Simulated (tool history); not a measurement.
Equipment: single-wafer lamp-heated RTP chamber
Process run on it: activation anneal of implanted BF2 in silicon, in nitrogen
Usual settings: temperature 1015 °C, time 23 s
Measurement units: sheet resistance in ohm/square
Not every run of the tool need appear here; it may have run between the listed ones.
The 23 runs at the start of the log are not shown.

run	hour	temperature	time	read-back reference wafer on the same gauge, sheet resistance	sheet resistance
24	277.8	1043	32	145.18	127.94
# hour 298.2: pyrometer window cleaned and pyrometer calibrated
25	298.7	1024	17	144.82	171.33
26	312	1015	23	144.86	170.72
27	318.9	1015	14	145.01	198.85
28	332.7	1042	18	145.01	145.15
# hour 349.2: reflector plate cleaned
29	349.7	989	32	144.82	209.55
30	355.2	1015	23	145.03	170.32
31	364.1	1041	31	145.06	132.47
32	379.6	1015	10	144.94	217.26
33	392.8	1015	19	145	180.08
34	405.6	1004	15	145.05	218.13
35	414.5	1038	32	145.07	132.21
36	427.2	1044	23	144.93	136.21
37	436.5	1015	23	144.89	169.41
38	443.6	1015	23	144.96	168.94

Each row is a separate what-if for the run after 38, all from the same tool condition, not one after another. Results?
A	444	1015	23	?	?
B	444	1004	29	?	?
C	444	1034	36	?	?

run	read-back reference wafer on the same gauge, sheet resistance	sheet resistance
A	144.95	168.74
B	144.95	177.69
C	144.95	131.36
Stripped of hidden state, with their random variation kept, the same runs would have yielded:
run	sheet resistance
A	169.95
B	179.21
C	131.79
